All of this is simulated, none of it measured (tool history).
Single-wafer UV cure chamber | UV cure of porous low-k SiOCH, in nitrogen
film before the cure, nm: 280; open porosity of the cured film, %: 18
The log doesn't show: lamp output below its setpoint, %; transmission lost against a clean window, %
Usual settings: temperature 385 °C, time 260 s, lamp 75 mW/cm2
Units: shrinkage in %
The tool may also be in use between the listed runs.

run,hour,temperature,time,lamp,wafers since the last listed run,hours since the UV bulbs were replaced,wafers since the quartz window was cleaned,shrinkage
1,0,372,260,84,0,2531.8,1040,8.536
# hour 49.5: quartz window cleaned
2,72.3,385,260,75,504,2604.1,178,8.755
3,166.4,385,260,62,737,2698.2,916,7.29
# hour 257.1: quartz window cleaned
4,257.6,385,260,62,652,2789.4,3,7.795
5,309,385,260,62,403,2840.8,407,7.35
# hour 368.9: UV bulbs replaced
6,399.6,385,260,75,647,30.7,1054,9.533
# hour 455: quartz window cleaned
7,457.4,385,260,75,390,88.5,18,10.227
8,514.7,370,340,42,449,145.8,468,8.456
9,604,373,260,75,700,235.1,1168,9.333
# hour 686: quartz window cleaned
10,686.5,385,260,75,584,317.6,3,10.369
11,782.2,385,260,75,750,413.3,754,10.107
# hour 863.1: quartz window cleaned
12,863.6,373,150,56,575,494.7,4,6.769
13,907.1,375,135,40,341,538.2,345,4.869
14,960.1,378,260,50,415,591.2,760,8.076
15,1016.5,395,260,91,442,647.6,1203,10.602

4 ways to go on from here, each from the tool as it stands after run 15. What would each give?
A,1017,385,260,75,3,648.1,1207,?
B,1017,375,180,102,3,648.1,1207,?
C,1017,375,260,59,3,648.1,1207,?
D,1017,403,215,58,3,648.1,1207,?

run,shrinkage
A,9.421
B,8.999
C,8.26
D,7.873
Without the tool's hidden state the same runs would have given:
run,shrinkage
A,10.438
B,10.003
C,9.242
D,8.843

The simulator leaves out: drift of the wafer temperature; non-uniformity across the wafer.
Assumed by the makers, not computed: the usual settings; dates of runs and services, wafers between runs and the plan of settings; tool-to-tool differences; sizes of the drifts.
